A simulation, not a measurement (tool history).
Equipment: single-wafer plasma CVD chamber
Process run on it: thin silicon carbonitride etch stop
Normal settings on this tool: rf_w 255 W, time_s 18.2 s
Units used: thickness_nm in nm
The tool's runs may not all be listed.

run,hour,rf_w,time_s,wafers since the last listed run,hours since the last thermocouple change,hours since the last RF generator calibration,hours since the showerhead was replaced,hours since the gauge calibration,"read-back reference wafer on the same gauge, thickness_nm",thickness_nm
1,0,255,18.2,0,2304.1,1575,2840.2,429,10.103,10.574
2,17,255,18.2,348,2321.1,1592,2857.2,446,10.097,10.584
3,43.6,255,18.2,544,2347.7,1618.6,2883.8,472.6,10.091,10.563
4,66.4,255,18.2,467,2370.5,1641.4,2906.6,495.4,10.1,10.574
5,89.6,255,16,475,2393.7,1664.6,2929.8,518.6,10.1,9.342
6,117.7,255,16,575,2421.8,1692.7,2957.9,546.7,10.085,9.284
7,130.7,255,16,266,2434.8,1705.7,2970.9,559.7,10.102,9.281
8,158,220,18.2,559,2462.1,1733,2998.2,587,10.102,10.184
9,173.6,220,18.2,319,2477.7,1748.6,3013.8,602.6,10.109,10.186
10,194,220,18.2,417,2498.1,1769,3034.2,623,10.094,10.143
# hour 206.3: showerhead replaced
11,223.1,255,18.2,432,2527.2,1798.1,16.8,652.1,10.102,10.596
12,244.5,255,18.2,438,2548.6,1819.5,38.2,673.5,10.104,10.525
13,257.9,230,18.2,274,2562,1832.9,51.6,686.9,10.1,10.236
14,271.4,230,18.2,276,2575.5,1846.4,65.1,700.4,10.101,10.272
# hour 276.5: gauge calibrated
15,288.9,300,15,358,2593,1863.9,82.6,12.4,10.107,9.056
16,318.6,305,20.1,608,2622.7,1893.6,112.3,42.1,10.107,12.164
# hour 403.3: RF generator calibrated
17,410.2,255,16.4,1712,2714.3,6.9,203.9,133.7,10.094,9.728
18,433,205,21.3,467,2737.1,29.7,226.7,156.5,10.099,11.999
19,455.6,295,18.2,463,2759.7,52.3,249.3,179.1,10.097,11.138
20,489.3,255,18.2,690,2793.4,86,283,212.8,10.101,10.714
21,509.5,255,18.2,413,2813.6,106.2,303.2,233,10.093,10.773
22,524,300,20.4,297,2828.1,120.7,317.7,247.5,10.098,12.628
23,551.5,255,18.2,563,2855.6,148.2,345.2,275,10.098,10.731
# hour 569.5: thermocouple changed; heater temperature recalibrated
24,579.8,300,20.9,415,10.3,176.5,373.5,303.3,10.107,12.859
25,604.7,300,14.8,510,35.2,201.4,398.4,328.2,10.107,9.177
26,672.2,295,18.2,1382,102.7,268.9,465.9,395.7,10.098,11.126
27,705.6,285,16.6,684,136.1,302.3,499.3,429.1,10.098,10.117
28,723.3,270,15.5,362,153.8,320,517,446.8,10.105,9.27
29,736.2,255,18.2,264,166.7,332.9,529.9,459.7,10.09,10.756
30,753.1,255,16.3,346,183.6,349.8,546.8,476.6,10.107,9.612
31,780.1,295,16.4,553,210.6,376.8,573.8,503.6,10.097,10.083
32,802.3,255,18.2,454,232.8,399,596,525.8,10.113,10.715
33,823.9,220,21,442,254.4,420.6,617.6,547.4,10.104,11.866
34,858.5,270,15.3,708,289,455.2,652.2,582,10.117,9.147

5 options for the next run, each taken on its own from the tool as it stands now. Forecast them:
A,858.9,255,16.9,8,289.4,455.6,652.6,582.4,?,?
B,858.9,255,15.3,8,289.4,455.6,652.6,582.4,?,?
C,858.9,240,16.9,8,289.4,455.6,652.6,582.4,?,?
D,858.9,270,16.9,8,289.4,455.6,652.6,582.4,?,?
E,858.9,285,16.7,8,289.4,455.6,652.6,582.4,?,?

run,"read-back reference wafer on the same gauge, thickness_nm",thickness_nm
A,10.089,9.929
B,10.089,8.989
C,10.089,9.775
D,10.089,10.077
E,10.089,10.099
Without the tool's hidden state the same runs would have given:
run,thickness_nm
A,10.004
B,9.057
C,9.85
D,10.153
E,10.176
